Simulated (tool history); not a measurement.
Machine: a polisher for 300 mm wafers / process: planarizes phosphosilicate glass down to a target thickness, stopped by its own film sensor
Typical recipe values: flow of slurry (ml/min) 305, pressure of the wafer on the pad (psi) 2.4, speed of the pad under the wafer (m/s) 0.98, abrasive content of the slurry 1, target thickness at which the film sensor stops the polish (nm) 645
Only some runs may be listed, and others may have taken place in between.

| run | hour | flow of slurry (ml/min) | pressure of the wafer on the pad (psi) | speed of the pad under the wafer (m/s) | abrasive content of the slurry | target thickness at which the film sensor stops the polish (nm) | incoming thickness of the incoming film, nm | time until the film sensor stopped the polish (s) |
|---|---|---|---|---|---|---|---|---|
| 1 | 0 | 305 | 2.4 | 1.16 | 1 | 645 | 1004.1 | 44 |
| 2 | 69.1 | 305 | 2.4 | 1.16 | 1 | 645 | 975.9 | 40.8 |
| 3 | 159.2 | 305 | 2.4 | 1.16 | 1 | 645 | 979.9 | 40.9 |
| 4 | 254.2 | 305 | 2.4 | 0.98 | 1 | 645 | 987.6 | 50.6 |
| 5 | 312.9 | 305 | 2.4 | 0.98 | 1 | 645 | 982.6 | 52.6 |
| 6 | 544.4 | 305 | 2.4 | 0.98 | 1 | 645 | 992 | 48.1 |
| 7 | 584.7 | 305 | 2.4 | 0.98 | 1 | 614 | 988.3 | 54.1 |
| 8 | 669.3 | 260 | 2.4 | 0.98 | 1 | 645 | 1006.6 | 52.8 |
| 9 | 720.1 | 260 | 2.4 | 0.98 | 1 | 645 | 989 | 50.5 |
| 10 | 794.1 | 260 | 2.4 | 0.98 | 1 | 645 | 995.9 | 53.6 |
| 11 | 836.6 | 305 | 2.4 | 0.98 | 1 | 645 | 993.6 | 53.5 |
| 12 | 873.7 | 305 | 2.4 | 0.98 | 1 | 645 | 995.3 | 55.8 |
| 13 | 977.5 | 305 | 3 | 1.22 | 1.1 | 593 | 981.9 | 34.5 |
| 14 | 1019.1 | 305 | 2.4 | 0.98 | 1 | 645 | 977.9 | 47 |
| 15 | 1116.1 | 305 | 1.7 | 0.98 | 0.9 | 645 | 989.5 | 72 |
| 16 | 1176.7 | 305 | 1.8 | 0.98 | 1 | 645 | 990.9 | 66.6 |
| 17 | 1236.8 | 305 | 3.2 | 1.08 | 1.3 | 717 | 1001.8 | 26.1 |
| 18 | 1342.7 | 305 | 2.4 | 0.98 | 1 | 645 | 984.7 | 53.4 |
| 19 | 1429.9 | 305 | 1.8 | 1.12 | 0.8 | 756 | 989.9 | 51.3 |
| 20 | 1525.6 | 305 | 2.4 | 0.98 | 1 | 645 | 999.3 | 49.2 |
| 21 | 1568.3 | 305 | 2 | 0.98 | 1 | 645 | 989.8 | 57.4 |
| 22 | 1618.6 | 355 | 2.7 | 1.12 | 1.1 | 645 | 999.5 | 37.5 |
| 23 | 1912.5 | 410 | 1.7 | 0.98 | 1 | 609 | 995.8 | 86.1 |
| 24 | 1953.9 | 305 | 2.9 | 0.68 | 1.2 | 645 | 985.2 | 47.4 |
| 25 | 1994.6 | 305 | 2.4 | 1.26 | 1 | 645 | 987.1 | 39 |
| 26 | 2114.7 | 305 | 2.4 | 0.98 | 1 | 645 | 989.1 | 47.6 |

The log once held 19 entries between its listed runs, left out of this copy. Where does each go, and what is different about the tool's unlogged condition between the listed run before it and the listed run after it?
Logged between run 3 and run 4: conditioning disc replaced and pad reconditioned (hour 220.7)
  removal rate lost through wear of the pad, %: 5.09 -> 8.44
  measured minus no-state result, time until the film sensor stopped the polish (s): +2.1 -> +4.3
Logged between run 5 and run 6: slurry blender recalibrated (hour 401.7); worn pad replaced by a new one (hour 426.7); head pressure recalibrated (hour 440.1)
  removal rate lost through wear of the pad, %: 11 -> 3.56
  measured minus no-state result, time until the film sensor stopped the polish (s): +5.8 -> +1.7
Logged between run 6 and run 7: slurry nozzle cleaned (hour 560.8)
  removal rate lost through wear of the pad, %: 3.56 -> 4.23
  measured minus no-state result, time until the film sensor stopped the polish (s): +1.7 -> +2.3
Logged between run 8 and run 9: conditioning disc replaced and pad reconditioned (hour 676.7)
  removal rate lost through wear of the pad, %: 6.24 -> 7.87
  measured minus no-state result, time until the film sensor stopped the polish (s): +3.3 -> +3.9
Logged between run 12 and run 13: head pressure recalibrated (hour 901.1); worn pad replaced by a new one (hour 906.4); slurry blender recalibrated (hour 938.3)
  removal rate lost through wear of the pad, %: 14.6 -> 2.4
  measured minus no-state result, time until the film sensor stopped the polish (s): +8.1 -> +0.8
Logged between run 15 and run 16: conditioning disc replaced and pad reconditioned (hour 1173.9)
  removal rate lost through wear of the pad, %: 4.71 -> 6.45
  measured minus no-state result, time until the film sensor stopped the polish (s): +3.4 -> +4.3
Logged between run 17 and run 18: slurry nozzle cleaned (hour 1313.8)
  removal rate lost through wear of the pad, %: 8.6 -> 13.4
  measured minus no-state result, time until the film sensor stopped the polish (s): +2.2 -> +7.2
Logged between run 18 and run 19: head pressure recalibrated (hour 1364.2); slurry blender recalibrated (hour 1369.3)
  removal rate lost through wear of the pad, %: 13.4 -> 18.4
  measured minus no-state result, time until the film sensor stopped the polish (s): +7.2 -> +9.5
Logged between run 19 and run 20: worn pad replaced by a new one (hour 1435.2)
  removal rate lost through wear of the pad, %: 18.4 -> 1.07
  measured minus no-state result, time until the film sensor stopped the polish (s): +9.5 -> +0.5
Logged between run 22 and run 23: conditioning disc replaced and pad reconditioned (hour 1695); head pressure recalibrated (hour 1823.9); slurry blender recalibrated (hour 1867.2)
  removal rate lost through wear of the pad, %: 2.59 -> 14.2
  measured minus no-state result, time until the film sensor stopped the polish (s): +1 -> +12.2
Logged between run 23 and run 24: worn pad replaced by a new one (hour 1942.2)
  removal rate lost through wear of the pad, %: 14.2 -> 0.553
  measured minus no-state result, time until the film sensor stopped the polish (s): +12.2 -> +0.2
Logged between run 25 and run 26: slurry nozzle cleaned (hour 2113.9)
  removal rate lost through wear of the pad, %: 0.709 -> 2.32
  measured minus no-state result, time until the film sensor stopped the polish (s): +0.3 -> +1.1

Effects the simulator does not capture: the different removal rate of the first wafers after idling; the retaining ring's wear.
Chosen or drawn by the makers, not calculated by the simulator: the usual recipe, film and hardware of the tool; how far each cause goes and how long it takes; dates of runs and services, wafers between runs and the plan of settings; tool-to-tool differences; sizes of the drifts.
